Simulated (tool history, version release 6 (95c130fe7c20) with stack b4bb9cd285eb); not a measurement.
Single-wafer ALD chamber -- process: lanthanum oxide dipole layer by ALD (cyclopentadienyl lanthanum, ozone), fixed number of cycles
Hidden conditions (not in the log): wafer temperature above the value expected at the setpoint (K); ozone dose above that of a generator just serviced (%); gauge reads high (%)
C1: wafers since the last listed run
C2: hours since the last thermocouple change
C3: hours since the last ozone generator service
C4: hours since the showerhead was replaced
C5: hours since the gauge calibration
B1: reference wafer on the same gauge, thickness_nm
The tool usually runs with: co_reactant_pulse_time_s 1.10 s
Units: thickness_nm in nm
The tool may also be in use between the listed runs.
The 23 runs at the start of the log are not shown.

Run 24, hour 1194.3: usual settings; C1 1888; C2 850.4; C3 292.6; C4 890.2; C5 621.2; B1 0.617. Result: thickness_nm 0.535 nm.
Run 25, hour 1236.4: usual settings but co_reactant_pulse_time_s 1.34 s; C1 547; C2 892.5; C3 334.7; C4 932.3; C5 663.3; B1 0.617. Result: thickness_nm 0.556 nm.
Run 26, hour 1278.8: usual settings but co_reactant_pulse_time_s 0.77 s; C1 551; C2 934.9; C3 377.1; C4 974.7; C5 705.7; B1 0.617. Result: thickness_nm 0.491 nm.
Run 27, hour 1321.2: usual settings but co_reactant_pulse_time_s 1.45 s; C1 551; C2 977.3; C3 419.5; C4 1017.1; C5 748.1; B1 0.617. Result: thickness_nm 0.561 nm.
Run 28, hour 1365.5: usual settings but co_reactant_pulse_time_s 1.47 s; C1 576; C2 1021.6; C3 463.8; C4 1061.4; C5 792.4; B1 0.617. Result: thickness_nm 0.562 nm.
Run 29, hour 1395.7: usual settings but co_reactant_pulse_time_s 0.97 s; C1 393; C2 1051.8; C3 494.0; C4 1091.6; C5 822.6; B1 0.617. Result: thickness_nm 0.517 nm.
Run 30, hour 1445.3: usual settings but co_reactant_pulse_time_s 1.34 s; C1 645; C2 1101.4; C3 543.6; C4 1141.2; C5 872.2; B1 0.617. Result: thickness_nm 0.553 nm.
Run 31, hour 1475.4: usual settings but co_reactant_pulse_time_s 0.95 s; C1 391; C2 1131.5; C3 573.7; C4 1171.3; C5 902.3; B1 0.617. Result: thickness_nm 0.514 nm.
Run 32, hour 1509.0: usual settings but co_reactant_pulse_time_s 0.84 s; C1 437; C2 1165.1; C3 607.3; C4 1204.9; C5 935.9; B1 0.617. Result: thickness_nm 0.500 nm.
Run 33, hour 1576.7: usual settings but co_reactant_pulse_time_s 0.88 s; C1 881; C2 1232.8; C3 675.0; C4 1272.6; C5 1003.6; B1 0.617. Result: thickness_nm 0.503 nm.
Run 34, hour 1654.2: usual settings; C1 1008; C2 1310.3; C3 752.5; C4 1350.1; C5 1081.1; B1 0.617. Result: thickness_nm 0.530 nm.

Branching from run 34: 4 alternative next runs. What would each branch give?
Run A, hour 1654.6: usual settings but co_reactant_pulse_time_s 0.72 s; C1 5; C2 1310.7; C3 752.9; C4 1350.5; C5 1081.5; B1 ?. Result: thickness_nm ?.
Run B, hour 1654.6: usual settings but co_reactant_pulse_time_s 1.24 s; C1 5; C2 1310.7; C3 752.9; C4 1350.5; C5 1081.5; B1 ?. Result: thickness_nm ?.
Run C, hour 1654.6: usual settings but co_reactant_pulse_time_s 1.27 s; C1 5; C2 1310.7; C3 752.9; C4 1350.5; C5 1081.5; B1 ?. Result: thickness_nm ?.
Run D, hour 1654.6: usual settings but co_reactant_pulse_time_s 1.31 s; C1 5; C2 1310.7; C3 752.9; C4 1350.5; C5 1081.5; B1 ?. Result: thickness_nm ?.

run     B1  thickness_nm
  A  0.617         0.477
  B  0.617         0.542
  C  0.617         0.545
  D  0.617         0.548
Take away the tool's hidden state, keep each run's random variation, and the runs would have read:
run  thickness_nm
  A         0.488
  B         0.550
  C         0.553
  D         0.556

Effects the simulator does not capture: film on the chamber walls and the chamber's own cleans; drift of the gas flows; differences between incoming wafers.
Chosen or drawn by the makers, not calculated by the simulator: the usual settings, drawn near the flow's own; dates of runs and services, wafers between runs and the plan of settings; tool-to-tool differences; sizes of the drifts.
